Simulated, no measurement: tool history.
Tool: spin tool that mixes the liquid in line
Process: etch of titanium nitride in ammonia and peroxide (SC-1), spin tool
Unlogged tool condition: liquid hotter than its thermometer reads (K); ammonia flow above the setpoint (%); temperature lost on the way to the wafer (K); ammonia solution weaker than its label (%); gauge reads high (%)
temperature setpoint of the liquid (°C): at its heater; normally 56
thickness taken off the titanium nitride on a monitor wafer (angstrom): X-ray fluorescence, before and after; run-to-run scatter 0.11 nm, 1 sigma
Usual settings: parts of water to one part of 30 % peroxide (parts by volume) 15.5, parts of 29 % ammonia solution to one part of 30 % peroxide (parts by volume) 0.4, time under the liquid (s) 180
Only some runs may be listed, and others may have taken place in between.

run,hour,temperature setpoint of the liquid (°C),parts of water to one part of 30 % peroxide (parts by volume),parts of 29 % ammonia solution to one part of 30 % peroxide (parts by volume),time under the liquid (s),wafers since the last listed run,hours since the thermometer was replaced,hours since the ammonia flow meter was replaced,hours since the heated supply line was repaired,hours since the drum of ammonia solution was connected,hours since the gauge calibration,"read-back film thickness of the titanium nitride reference wafer, read on the same gauge (nm)",thickness taken off the titanium nitride on a monitor wafer (angstrom)
1,0,56,15.5,0.4,180,0,760.7,1062.9,2104.7,7.5,772.2,119.99,126.5
2,27.7,50,21.5,0.4,180,143,788.4,1090.6,2132.4,35.2,799.9,119.99,70
3,53.2,50,21.5,0.4,180,132,813.9,1116.1,2157.9,60.7,825.4,119.99,70.3
4,82.1,50,21.5,0.4,180,150,842.8,1145,2186.8,89.6,854.3,120,68.8
5,115.7,59,14,0.4,180,174,876.4,1178.6,2220.4,123.2,887.9,120.02,165.5
# hour 120.7: heated supply line repaired
6,135.6,56,15.5,0.25,180,98,896.3,1198.5,14.9,143.1,907.8,119.99,140.8
7,156.3,56,15.5,0.3,180,107,917,1219.2,35.6,163.8,928.5,119.95,142.8
8,171.8,56,15.5,0.4,180,80,932.5,1234.7,51.1,179.3,944,119.98,156.1
9,192.6,56,15.5,0.4,180,108,953.3,1255.5,71.9,200.1,964.8,120.03,154.5
10,206.2,56,20.5,0.4,180,70,966.9,1269.1,85.5,213.7,978.4,119.96,131.8
11,229.4,56,15.5,0.6,210,120,990.1,1292.3,108.7,236.9,1001.6,119.96,192.4
# hour 249.1: thermometer replaced
12,263.2,56,15.5,0.4,115,170,14.1,1326.1,142.5,270.7,1035.4,120.02,94.5
13,282.6,56,15.5,0.4,180,100,33.5,1345.5,161.9,290.1,1054.8,120.01,146.8
# hour 295.6: ammonia flow meter replaced
14,307.8,51.5,15.5,0.45,250,125,58.7,12.2,187.1,315.3,1080,120,151.5
15,327.2,56,15.5,0.5,180,100,78.1,31.6,206.5,334.7,1099.4,120.03,151.1
16,361.8,56,15.5,0.4,180,179,112.7,66.2,241.1,369.3,1134,120,144.9
17,395.5,56,15.5,0.4,180,175,146.4,99.9,274.8,403,1167.7,120.03,147.7
# hour 399.6: gauge calibrated
18,411.3,56,22,0.25,210,82,162.2,115.7,290.6,418.8,11.7,119.98,129.3
19,431.1,66,19.5,0.25,210,102,182,135.5,310.4,438.6,31.5,120,259.2
20,446.3,56,15.5,0.4,125,78,197.2,150.7,325.6,453.8,46.7,119.99,100.6
21,472.9,49.5,21,0.4,180,138,223.8,177.3,352.2,480.4,73.3,119.97,78.2
22,491.7,60,11,0.5,225,97,242.6,196.1,371,499.2,92.1,120,298.8
23,513.5,64,15.5,0.5,245,113,264.4,217.9,392.8,521,113.9,120.05,348.8
24,615.8,49,15.5,0.2,145,531,366.7,320.2,495.1,623.3,216.2,120.01,62.8

Here are 4 independent what-if runs from the current tool condition. What would each one return?
A,616.3,56,15.5,0.4,180,2,367.2,320.7,495.6,623.8,216.7,?,?
B,616.3,56,15.5,0.35,180,2,367.2,320.7,495.6,623.8,216.7,?,?
C,616.3,51,8.5,0.4,180,2,367.2,320.7,495.6,623.8,216.7,?,?
D,616.3,64,21,0.6,275,2,367.2,320.7,495.6,623.8,216.7,?,?

run,"read-back film thickness of the titanium nitride reference wafer, read on the same gauge (nm)",thickness taken off the titanium nitride on a monitor wafer (angstrom)
A,119.94,144.1
B,119.94,140.6
C,119.94,141.1
D,119.94,339.5
Take away the tool's hidden state, keep each run's random variation, and the runs would have read:
run,thickness taken off the titanium nitride on a monitor wafer (angstrom)
A,148.9
B,145.2
C,145.9
D,350.1

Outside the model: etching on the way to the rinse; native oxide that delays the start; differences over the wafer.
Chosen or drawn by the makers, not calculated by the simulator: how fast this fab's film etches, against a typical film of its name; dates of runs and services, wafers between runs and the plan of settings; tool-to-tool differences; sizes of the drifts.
